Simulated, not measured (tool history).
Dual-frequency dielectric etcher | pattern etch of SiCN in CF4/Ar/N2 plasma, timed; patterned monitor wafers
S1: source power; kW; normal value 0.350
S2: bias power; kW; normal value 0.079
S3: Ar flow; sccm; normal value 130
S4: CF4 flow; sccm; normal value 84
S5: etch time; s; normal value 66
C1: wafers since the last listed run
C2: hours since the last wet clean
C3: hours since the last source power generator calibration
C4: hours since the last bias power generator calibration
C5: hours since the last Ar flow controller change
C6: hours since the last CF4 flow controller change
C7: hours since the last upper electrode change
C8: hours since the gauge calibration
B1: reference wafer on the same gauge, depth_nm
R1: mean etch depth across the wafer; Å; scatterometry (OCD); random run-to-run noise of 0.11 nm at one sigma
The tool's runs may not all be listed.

run,day,S1,S2,S3,S4,S5,C1,C2,C3,C4,C5,C6,C7,C8,B1,R1
1,0.000,0.350,0.079,130,84,66,0,144.2,2498.8,3798.3,3235.9,5222.5,3849.0,295.3,39.32,452.5
2,0.904,0.350,0.079,130,84,66,173,165.9,2520.5,3820.0,3257.6,5244.2,3870.7,317.0,39.32,451.6
3,2.142,0.350,0.079,130,84,66,237,195.6,2550.2,3849.7,3287.3,5273.9,3900.4,346.7,39.28,451.4
4,3.700,0.350,0.079,130,84,66,299,233.0,2587.6,3887.1,3324.7,5311.3,3937.8,384.1,39.33,450.3
5,4.950,0.350,0.079,130,84,66,240,263.0,2617.6,3917.1,3354.7,5341.3,3967.8,414.1,39.32,448.3
6,6.308,0.350,0.079,130,84,66,260,295.6,2650.2,3949.7,3387.3,5373.9,4000.4,446.7,39.26,450.2
7,7.596,0.350,0.079,152,84,66,247,326.5,2681.1,3980.6,3418.2,5404.8,4031.3,477.6,39.33,436.2
# day 11.783: upper electrode replaced
8,11.804,0.350,0.079,152,84,66,616,427.5,2782.1,4081.6,3519.2,5505.8,0.5,578.6,39.26,436.6
# day 12.162: gauge calibrated
9,12.604,0.350,0.079,130,84,66,153,446.7,2801.3,4100.8,3538.4,5525.0,19.7,10.6,39.31,446.5
# day 13.538: Ar flow controller replaced
# day 16.004: wet clean of the chamber
# day 16.779: CF4 flow controller replaced
10,16.921,0.350,0.079,130,84,66,541,22.0,2904.9,4204.4,81.2,3.4,123.3,114.2,39.30,457.9
# day 17.350: source power generator calibrated
11,17.604,0.350,0.079,130,84,66,99,38.4,6.1,4220.8,97.6,19.8,139.7,130.6,39.31,456.9
12,18.171,0.420,0.065,130,84,78,108,52.0,19.7,4234.4,111.2,33.4,153.3,144.2,39.32,576.1
# day 18.342: bias power generator calibrated
13,19.054,0.350,0.079,130,84,66,137,73.2,40.9,17.1,132.4,54.6,174.5,165.4,39.33,457.0
14,19.642,0.440,0.089,130,102,53,112,87.3,55.0,31.2,146.5,68.7,188.6,179.5,39.29,444.1
15,20.604,0.330,0.079,152,98,66,184,110.4,78.1,54.3,169.6,91.8,211.7,202.6,39.29,440.9
16,21.796,0.350,0.079,130,84,66,228,139.0,106.7,82.9,198.2,120.4,240.3,231.2,39.32,454.5
17,22.838,0.300,0.079,130,84,74,200,164.0,131.7,107.9,223.2,145.4,265.3,256.2,39.27,468.2
18,24.321,0.350,0.079,104,84,66,284,199.6,167.3,143.5,258.8,181.0,300.9,291.8,39.28,470.7
19,25.021,0.350,0.079,130,84,66,134,216.4,184.1,160.3,275.6,197.8,317.7,308.6,39.33,453.1
20,26.108,0.350,0.088,130,84,66,208,242.5,210.2,186.4,301.7,223.9,343.8,334.7,39.30,464.0

Branching from run 20: 4 alternative next runs. What would each branch give?
A,26.125,0.350,0.079,130,84,66,3,242.9,210.6,186.8,302.1,224.3,344.2,335.1,?,?
B,26.125,0.350,0.099,145,84,66,3,242.9,210.6,186.8,302.1,224.3,344.2,335.1,?,?
C,26.125,0.350,0.079,109,75,66,3,242.9,210.6,186.8,302.1,224.3,344.2,335.1,?,?
D,26.125,0.300,0.079,130,84,57,3,242.9,210.6,186.8,302.1,224.3,344.2,335.1,?,?

run,B1,R1
A,39.29,452.4
B,39.29,470.3
C,39.29,456.3
D,39.29,359.0
Stripped of hidden state, with their random variation kept, the same runs would have yielded:
run,R1
A,458.2
B,476.3
C,462.2
D,363.6
